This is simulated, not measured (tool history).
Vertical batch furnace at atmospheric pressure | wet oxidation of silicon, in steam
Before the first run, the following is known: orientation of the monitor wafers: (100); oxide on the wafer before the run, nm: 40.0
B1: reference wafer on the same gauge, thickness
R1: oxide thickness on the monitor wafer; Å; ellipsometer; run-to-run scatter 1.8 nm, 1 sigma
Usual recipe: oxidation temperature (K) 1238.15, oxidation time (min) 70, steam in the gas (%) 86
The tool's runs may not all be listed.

{"run": 1, "day": 0.0, "oxidation temperature (K)": 1232.15, "oxidation time (min)": 70, "steam in the gas (%)": 93, "B1": 347.13, "R1": 3752.8}
{"day": 0.008, "done": "gauge calibrated"}
{"run": 2, "day": 0.642, "oxidation temperature (K)": 1238.15, "oxidation time (min)": 54.5, "steam in the gas (%)": 95, "B1": 346.38, "R1": 3325.2}
{"run": 3, "day": 1.296, "oxidation temperature (K)": 1238.15, "oxidation time (min)": 54.5, "steam in the gas (%)": 95, "B1": 346.72, "R1": 3362.3}
{"run": 4, "day": 2.117, "oxidation temperature (K)": 1238.15, "oxidation time (min)": 54.5, "steam in the gas (%)": 95, "B1": 347.19, "R1": 3391.1}
{"run": 5, "day": 2.658, "oxidation temperature (K)": 1238.15, "oxidation time (min)": 70, "steam in the gas (%)": 86, "B1": 346.97, "R1": 3752.7}
{"run": 6, "day": 3.079, "oxidation temperature (K)": 1238.15, "oxidation time (min)": 70, "steam in the gas (%)": 86, "B1": 347.03, "R1": 3711.8}
{"run": 7, "day": 3.854, "oxidation temperature (K)": 1238.15, "oxidation time (min)": 70, "steam in the gas (%)": 86, "B1": 346.73, "R1": 3693.9}
{"run": 8, "day": 4.196, "oxidation temperature (K)": 1238.15, "oxidation time (min)": 70, "steam in the gas (%)": 86, "B1": 347.18, "R1": 3752.7}
{"run": 9, "day": 4.904, "oxidation temperature (K)": 1238.15, "oxidation time (min)": 70, "steam in the gas (%)": 86, "B1": 347.13, "R1": 3701.7}
{"run": 10, "day": 5.683, "oxidation temperature (K)": 1238.15, "oxidation time (min)": 47, "steam in the gas (%)": 78, "B1": 347.3, "R1": 2640.6}
{"run": 11, "day": 6.225, "oxidation temperature (K)": 1238.15, "oxidation time (min)": 47, "steam in the gas (%)": 78, "B1": 347.41, "R1": 2645.1}
{"run": 12, "day": 6.604, "oxidation temperature (K)": 1238.15, "oxidation time (min)": 70, "steam in the gas (%)": 86, "B1": 346.4, "R1": 3721.8}
{"run": 13, "day": 6.946, "oxidation temperature (K)": 1238.15, "oxidation time (min)": 70, "steam in the gas (%)": 86, "B1": 347.59, "R1": 3745.6}
{"run": 14, "day": 7.321, "oxidation temperature (K)": 1238.15, "oxidation time (min)": 70, "steam in the gas (%)": 86, "B1": 346.24, "R1": 3752.4}
{"run": 15, "day": 7.771, "oxidation temperature (K)": 1238.15, "oxidation time (min)": 70, "steam in the gas (%)": 86, "B1": 346.87, "R1": 3741.9}
{"run": 16, "day": 8.288, "oxidation temperature (K)": 1238.15, "oxidation time (min)": 70, "steam in the gas (%)": 86, "B1": 346.8, "R1": 3707.8}
{"run": 17, "day": 9.288, "oxidation temperature (K)": 1238.15, "oxidation time (min)": 70, "steam in the gas (%)": 86, "B1": 346.56, "R1": 3692.3}
{"run": 18, "day": 9.962, "oxidation temperature (K)": 1238.15, "oxidation time (min)": 70, "steam in the gas (%)": 86, "B1": 346.72, "R1": 3733.8}
{"run": 19, "day": 10.283, "oxidation temperature (K)": 1238.15, "oxidation time (min)": 70, "steam in the gas (%)": 86, "B1": 347.05, "R1": 3723.3}
{"run": 20, "day": 11.038, "oxidation temperature (K)": 1238.15, "oxidation time (min)": 89, "steam in the gas (%)": 90, "B1": 346.93, "R1": 4511.5}
{"run": 21, "day": 11.638, "oxidation temperature (K)": 1214.15, "oxidation time (min)": 43.5, "steam in the gas (%)": 97, "B1": 346.92, "R1": 2375.5}
{"day": 13.312, "done": "steam generator serviced"}
{"run": 22, "day": 13.404, "oxidation temperature (K)": 1238.15, "oxidation time (min)": 59.5, "steam in the gas (%)": 96, "B1": 346.42, "R1": 3605.8}
{"run": 23, "day": 13.9, "oxidation temperature (K)": 1238.15, "oxidation time (min)": 42.5, "steam in the gas (%)": 78, "B1": 347.27, "R1": 2464.2}
{"run": 24, "day": 14.688, "oxidation temperature (K)": 1254.15, "oxidation time (min)": 85.5, "steam in the gas (%)": 76, "B1": 347.22, "R1": 4440.8}
{"run": 25, "day": 15.229, "oxidation temperature (K)": 1238.15, "oxidation time (min)": 70, "steam in the gas (%)": 86, "B1": 347.34, "R1": 3720.2}
{"run": 26, "day": 15.688, "oxidation temperature (K)": 1251.15, "oxidation time (min)": 38.5, "steam in the gas (%)": 81, "B1": 347.57, "R1": 2608.2}
{"day": 16.25, "done": "gauge calibrated"}
{"day": 17.121, "done": "thermocouples replaced and temperature profile calibrated"}
{"run": 27, "day": 17.142, "oxidation temperature (K)": 1225.15, "oxidation time (min)": 70, "steam in the gas (%)": 86, "B1": 347.25, "R1": 3327.4}
{"run": 28, "day": 17.342, "oxidation temperature (K)": 1238.15, "oxidation time (min)": 70, "steam in the gas (%)": 96, "B1": 347.06, "R1": 3997.3}
{"run": 29, "day": 18.471, "oxidation temperature (K)": 1254.15, "oxidation time (min)": 98, "steam in the gas (%)": 94, "B1": 345.97, "R1": 5593.8}
{"run": 30, "day": 18.912, "oxidation temperature (K)": 1253.15, "oxidation time (min)": 51, "steam in the gas (%)": 94, "B1": 346.96, "R1": 3579.7}
{"run": 31, "day": 19.638, "oxidation temperature (K)": 1238.15, "oxidation time (min)": 70, "steam in the gas (%)": 79, "B1": 347.12, "R1": 3501.7}
{"run": 32, "day": 20.108, "oxidation temperature (K)": 1262.15, "oxidation time (min)": 58, "steam in the gas (%)": 81, "B1": 346.31, "R1": 3771.2}
{"run": 33, "day": 21.95, "oxidation temperature (K)": 1238.15, "oxidation time (min)": 70, "steam in the gas (%)": 86, "B1": 346.96, "R1": 3730.5}
{"run": 34, "day": 22.754, "oxidation temperature (K)": 1238.15, "oxidation time (min)": 70, "steam in the gas (%)": 86, "B1": 346.99, "R1": 3705.6}
{"run": 35, "day": 23.458, "oxidation temperature (K)": 1238.15, "oxidation time (min)": 70, "steam in the gas (%)": 86, "B1": 347.8, "R1": 3702.3}
{"run": 36, "day": 24.171, "oxidation temperature (K)": 1238.15, "oxidation time (min)": 91.5, "steam in the gas (%)": 86, "B1": 346.29, "R1": 4496.6}
{"run": 37, "day": 24.529, "oxidation temperature (K)": 1238.15, "oxidation time (min)": 59.5, "steam in the gas (%)": 96, "B1": 347.32, "R1": 3606.5}

Run 38 is up next; what results do you expect?
{"run": 38, "day": 25.217, "oxidation temperature (K)": 1247.15, "oxidation time (min)": 37.5, "steam in the gas (%)": 82, "B1": "?", "R1": "?"}

{"run 38": {"B1": 347.42, "R1": 2530.9}}
Without the tool's hidden state the same run would have given R1 2530.9 Å.
